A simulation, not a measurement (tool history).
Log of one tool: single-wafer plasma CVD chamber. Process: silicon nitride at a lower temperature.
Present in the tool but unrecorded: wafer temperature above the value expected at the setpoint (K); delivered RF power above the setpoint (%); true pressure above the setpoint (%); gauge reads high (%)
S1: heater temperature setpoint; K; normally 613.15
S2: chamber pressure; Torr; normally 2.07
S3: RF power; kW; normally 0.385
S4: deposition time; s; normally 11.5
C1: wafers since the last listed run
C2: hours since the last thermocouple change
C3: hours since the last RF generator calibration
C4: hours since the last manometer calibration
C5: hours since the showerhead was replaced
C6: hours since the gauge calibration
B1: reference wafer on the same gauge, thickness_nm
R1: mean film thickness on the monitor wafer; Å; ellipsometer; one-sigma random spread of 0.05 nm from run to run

run     day      S1    S2     S3    S4    C1      C2      C3      C4      C5     C6      B1      R1
  1   0.000  613.15  2.07  0.385  10.8     0  1589.5   737.5  1403.0  7962.2  612.2  18.260  166.47
  2   1.517  613.15  2.07  0.385  11.5   905  1625.9   773.9  1439.4  7998.6  648.6  18.247  176.63
  3   4.242  613.15  2.07  0.385  11.5  1627  1691.3   839.3  1504.8  8064.0  714.0  18.246  176.75
      5.633  -- gauge calibrated
  4   6.658  613.15  2.07  0.385  11.5  1443  1749.3   897.3  1562.8  8122.0   24.6  18.626  180.38
  5   8.000  613.15  2.07  0.385  11.5   801  1781.5   929.5  1595.0  8154.2   56.8  18.569  179.84
  6  10.862  613.15  2.07  0.360  11.5  1709  1850.2   998.2  1663.7  8222.9  125.5  18.492  174.53
  7  13.096  613.15  2.07  0.385  11.5  1333  1903.8  1051.8  1717.3  8276.5  179.1  18.422  178.45
  8  15.175  613.15  2.07  0.385  11.5  1241  1953.7  1101.7  1767.2  8326.4  229.0  18.384  178.28
     16.938  -- capacitance manometer re-zeroed and calibrated
  9  16.958  613.15  2.07  0.385  11.5   865  1996.5  1144.5     0.5  8369.2  271.8  18.352  178.16
 10  19.108  613.15  2.07  0.385  11.5  1283  2048.1  1196.1    52.1  8420.8  323.4  18.323  178.29
     19.604  -- showerhead replaced
     21.575  -- RF generator calibrated
 11  21.596  613.15  2.07  0.385  11.5  1087  2107.8     0.5   111.8    47.8  383.1  18.306  177.58
 12  23.888  613.15  1.88  0.385  11.5  1368  2162.8    55.5   166.8   102.8  438.1  18.281  171.96
 13  25.579  613.15  1.88  0.385  11.5  1010  2203.4    96.1   207.4   143.4  478.7  18.277  172.59
 14  28.521  606.15  1.89  0.330  13.3  1756  2274.0   166.7   278.0   214.0  549.3  18.255  185.18
 15  29.842  600.15  2.29  0.420  10.6   788  2305.7   198.4   309.7   245.7  581.0  18.252  175.54
 16  31.458  613.15  2.07  0.365  11.5   965  2344.5   237.2   348.5   284.5  619.8  18.257  171.99
 17  32.967  620.15  1.90  0.385  11.5   900  2380.7   273.4   384.7   320.7  656.0  18.249  171.47
     33.625  -- thermocouple changed; heater temperature recalibrated
 18  35.700  613.15  2.07  0.385  11.5  1433    49.8   339.0   450.3   386.3  721.6  18.231  177.00
     36.267  -- gauge calibrated
 19  37.296  613.15  2.07  0.385   9.5   952    88.1   377.3   488.6   424.6   24.7  18.643  149.33
 20  39.558  613.15  2.07  0.365  11.5  1350   142.4   431.6   542.9   478.9   79.0  18.561  175.74
 21  41.762  599.15  1.71  0.365  10.5  1316   195.3   484.5   595.8   531.8  131.9  18.488  149.90
 22  43.121  613.15  1.82  0.385  11.5   811   227.9   517.1   628.4   564.4  164.5  18.456  172.13
 23  45.983  606.15  1.89  0.330  13.3  1709   296.6   585.8   697.1   633.1  233.2  18.402  186.34
 24  47.071  613.15  2.07  0.385   9.3   649   322.7   611.9   723.2   659.2  259.3  18.389  144.89
 25  49.600  613.15  2.07  0.340  10.2  1510   383.4   672.6   783.9   719.9  320.0  18.359  148.48
 26  52.312  613.15  2.36  0.385  11.5  1619   448.5   737.7   849.0   785.0  385.1  18.318  185.67

Each row is a separate what-if for the run after 26, all from the same tool condition, not one after another. Results?
  A  52.329  613.15  2.07  0.345  11.5   9  448.9  738.1  849.4  785.4  385.5   ?   ?
  B  52.329  613.15  2.07  0.385  12.5   9  448.9  738.1  849.4  785.4  385.5   ?   ?
  C  52.329  613.15  2.25  0.385  11.5   9  448.9  738.1  849.4  785.4  385.5   ?   ?
  D  52.329  613.15  1.92  0.360  11.5   9  448.9  738.1  849.4  785.4  385.5   ?   ?
  E  52.329  613.15  2.07  0.460  11.5   9  448.9  738.1  849.4  785.4  385.5   ?   ?

run      B1      R1
  A  18.336  167.60
  B  18.336  192.30
  C  18.336  181.51
  D  18.336  167.11
  E  18.336  192.72
Had the tool no hidden state, the same runs would have come out as:
run      R1
  A  171.02
  B  196.22
  C  185.21
  D  170.52
  E  196.65
